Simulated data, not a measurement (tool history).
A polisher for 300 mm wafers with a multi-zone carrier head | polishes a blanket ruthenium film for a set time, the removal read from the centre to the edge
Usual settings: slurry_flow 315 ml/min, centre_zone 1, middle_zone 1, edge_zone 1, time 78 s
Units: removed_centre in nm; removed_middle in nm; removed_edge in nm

run	day	slurry_flow	centre_zone	middle_zone	edge_zone	time	wafers since the last listed run	wafers polished on this pad	hours since the slurry nozzle was cleaned	hours since the centre zone pressure was calibrated	hours since the edge zone pressure was calibrated	hours since the carrier head's membrane was replaced	incoming thickness of the incoming film, nm	removed_centre	removed_middle	removed_edge
1	0	315	1	1	1	78	0	59	42	271.5	111.3	255	408.9	99.7	98.5	98.4
2	2.829	315	1	1	1	78	452	511	109.9	339.4	179.2	322.9	414.9	99.9	99.1	98.1
3	4.629	240	0.96	0.94	0.92	78	288	799	153.1	382.6	222.4	366.1	412.9	88.9	87.5	94.1
4	7.954	315	0.96	1.04	1.07	53	532	1331	232.9	462.4	302.2	445.9	408.7	63.3	68.3	70.9
5	12.346	240	0.93	1.06	1	98	702	2034	338.3	567.8	407.6	551.3	416.3	107	121.2	122.2
6	15.375	315	1.1	1	1.09	78	484	2519	411	640.5	480.3	624	405.1	101	97.6	101.3
7	18.288	315	0.91	0.97	1	78	466	2985	480.9	710.4	550.2	693.9	416.2	85	93.8	97.7
8	20.833	315	1	1	1	85	407	3392	542	771.5	611.3	755	415.5	99.2	102.9	106.1
# day 22.242: worn pad replaced by a new one
# day 23.029: edge zone pressure recalibrated
9	24.004	315	1	1	1	78	467	268	618.1	847.6	23.4	831.1	409.5	91.9	93.8	95.1
# day 24.575: slurry nozzle cleaned
# day 25.525: carrier head's membrane replaced by a new one
10	27.783	395	1.05	1.06	1	78	564	833	77	938.3	114.1	54.2	408.4	102.8	107.8	101.1
11	29.475	365	1	1	1.08	78	270	1104	117.6	978.9	154.7	94.8	410.8	96.7	101.4	104.3
12	32.217	275	1	0.95	1.1	78	438	1542	183.4	1044.7	220.5	160.6	413.7	93.7	94.7	105.1
13	36.446	265	1.07	1	1.08	78	676	2219	284.9	1146.2	322	262.1	403.2	99.2	94.7	100.3
14	38.708	375	0.89	1.06	1	78	362	2581	339.2	1200.5	376.3	316.4	413.9	84.5	101.8	100.2
15	41.921	315	1	1.05	1	78	514	3095	416.3	1277.6	453.4	393.5	404.4	92.8	101.4	97.4
16	44.321	315	1	1	1	78	384	3479	473.9	1335.2	511	451.1	412.9	89.7	97.8	99.9
# day 45.275: worn pad replaced by a new one
17	46.742	315	1	1	1	78	360	234	532	1393.3	569.1	509.2	407.2	89.1	97.2	97.4
# day 47.729: edge zone pressure recalibrated
18	49.6	315	1	1	1	78	444	678	600.6	1461.9	44.9	577.8	415.8	89.6	96.8	98.2
# day 52.404: slurry nozzle cleaned
19	53.471	315	1	1	1.03	78	612	1291	25.6	1554.8	137.8	670.7	407.5	95.9	101.1	106.2
# day 55.483: centre zone pressure recalibrated
20	56.712	315	1	1	1	78	505	1796	103.4	29.5	215.6	748.5	406.6	100.8	101.7	98.1
21	58.375	420	1	1	1	78	266	2063	143.3	69.4	255.5	788.4	411.3	102	103.5	101.1
# day 59.608: carrier head's membrane replaced by a new one
22	60.6	240	0.96	0.94	0.92	78	322	2385	196.7	122.8	308.9	23.8	408.4	90.2	92.2	94.4

Some steps in removed_centre between neighbouring runs. How much of each would the tool show without its hidden state too (settings, what came in, random variation), and how much is left for the hidden state, with any gauge scatter that isn't in both results?
The hidden state here: removal rate lost through wear of the pad, %; slurry flow missing at the pad, %; deviation of the centre zone's pressure from its setpoint, %; deviation of the edge zone's pressure from its setpoint, %.
Run 3 -> 4: slurry_flow 240 -> 315, middle_zone 0.94 -> 1.04, edge_zone 0.92 -> 1.07, time 78 -> 53. removed_centre -25.6 nm: hidden state +1.2, all else -26.8.
Run 4 -> 5: slurry_flow 315 -> 240, centre_zone 0.96 -> 0.93, middle_zone 1.04 -> 1.06, edge_zone 1.07 -> 1, time 53 -> 98. removed_centre +43.7 nm: hidden state -6.8, all else +50.5.
Run 19 -> 20: edge_zone 1.03 -> 1, centre zone pressure recalibrated. removed_centre +4.9 nm: hidden state +6.9, all else -2.
